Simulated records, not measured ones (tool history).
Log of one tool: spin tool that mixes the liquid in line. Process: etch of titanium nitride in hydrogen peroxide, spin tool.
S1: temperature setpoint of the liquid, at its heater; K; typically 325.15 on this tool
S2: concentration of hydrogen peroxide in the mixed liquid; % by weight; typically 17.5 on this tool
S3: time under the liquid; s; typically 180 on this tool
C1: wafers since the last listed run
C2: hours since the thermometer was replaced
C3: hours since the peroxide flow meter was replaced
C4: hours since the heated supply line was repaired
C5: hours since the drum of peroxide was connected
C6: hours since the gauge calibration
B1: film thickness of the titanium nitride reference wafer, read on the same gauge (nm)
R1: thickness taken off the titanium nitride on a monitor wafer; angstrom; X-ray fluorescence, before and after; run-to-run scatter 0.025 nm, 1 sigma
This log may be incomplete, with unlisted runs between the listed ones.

run	hour	S1	S2	S3	C1	C2	C3	C4	C5	C6	B1	R1
1	0.0	325.15	17.5	180	0	1642.2	614.6	854.1	34.6	1817.0	80.54	73.5
2	84.0	325.15	17.5	180	640	1726.2	698.6	938.1	118.6	1901.0	80.55	73.4
3	155.4	325.15	17.5	180	544	1797.6	770.0	1009.5	190.0	1972.4	80.63	73.5
# hour 218.9: peroxide flow meter replaced
4	225.6	325.15	17.5	235	527	1867.8	6.7	1079.7	260.2	2042.6	80.71	96.1
5	372.5	325.15	17.5	235	1120	2014.7	153.6	1226.6	407.1	2189.5	80.80	95.9
6	422.5	319.15	13.0	100	381	2064.7	203.6	1276.6	457.1	2239.5	80.84	24.7
7	697.8	325.15	17.5	180	2099	2340.0	478.9	1551.9	732.4	2514.8	81.02	73.9
# hour 768.9: thermometer replaced
8	788.2	325.15	17.5	180	681	19.3	569.3	1642.3	822.8	2605.2	81.08	74.1
# hour 817.6: gauge calibrated
9	875.6	325.15	16.0	265	666	106.7	656.7	1729.7	910.2	58.0	79.91	105.6
10	975.9	327.65	17.5	285	764	207.0	757.0	1830.0	1010.5	158.3	79.99	138.0
# hour 1010.3: peroxide flow meter replaced
11	1070.8	325.15	17.5	275	716	301.9	60.5	1924.9	1105.4	253.2	79.96	111.4
# hour 1118.4: new drum of peroxide connected
12	1144.6	318.65	13.0	180	555	375.7	134.3	1998.7	26.2	327.0	79.98	42.7
13	1220.5	325.15	17.5	180	578	451.6	210.2	2074.6	102.1	402.9	80.00	73.1
# hour 1241.9: heated supply line repaired
14	1274.3	331.65	14.0	180	402	505.4	264.0	32.4	155.9	456.7	79.99	109.4
15	1333.4	320.65	17.5	180	450	564.5	323.1	91.5	215.0	515.8	80.03	52.6
16	1392.6	318.65	13.0	210	451	623.7	382.3	150.7	274.2	575.0	80.03	50.1
17	1481.6	325.15	13.5	140	678	712.7	471.3	239.7	363.2	664.0	80.06	53.5
18	1557.1	325.15	17.5	180	575	788.2	546.8	315.2	438.7	739.5	80.09	72.9
19	1663.3	325.15	17.5	180	809	894.4	653.0	421.4	544.9	845.7	80.09	73.0
20	1709.3	317.15	19.5	270	350	940.4	699.0	467.4	590.9	891.7	80.10	62.7
21	1806.2	333.15	15.0	210	739	1037.3	795.9	564.3	687.8	988.6	80.12	143.8
22	1843.4	325.15	17.5	95	283	1074.5	833.1	601.5	725.0	1025.8	80.12	38.8
# hour 1888.5: peroxide flow meter replaced
23	1914.3	325.15	17.5	180	533	1145.4	25.8	672.4	795.9	1096.7	80.16	73.1
24	2004.5	319.15	19.0	145	687	1235.6	116.0	762.6	886.1	1186.9	80.16	38.6
25	2088.7	330.65	22.0	75	642	1319.8	200.2	846.8	970.3	1271.1	80.23	47.0
26	2132.4	325.15	17.5	145	333	1363.5	243.9	890.5	1014.0	1314.8	80.23	59.5

Forecast each of these 3 alternatives for the next run:
A	2132.9	325.15	17.5	180	3	1364.0	244.4	891.0	1014.5	1315.3	?	?
B	2132.9	317.65	15.5	180	3	1364.0	244.4	891.0	1014.5	1315.3	?	?
C	2132.9	330.65	15.5	275	3	1364.0	244.4	891.0	1014.5	1315.3	?	?

run	B1	R1
A	80.26	72.8
B	80.26	41.0
C	80.26	159.5
Without the tool's hidden state the same runs would have given:
run	R1
A	72.6
B	40.9
C	159.1

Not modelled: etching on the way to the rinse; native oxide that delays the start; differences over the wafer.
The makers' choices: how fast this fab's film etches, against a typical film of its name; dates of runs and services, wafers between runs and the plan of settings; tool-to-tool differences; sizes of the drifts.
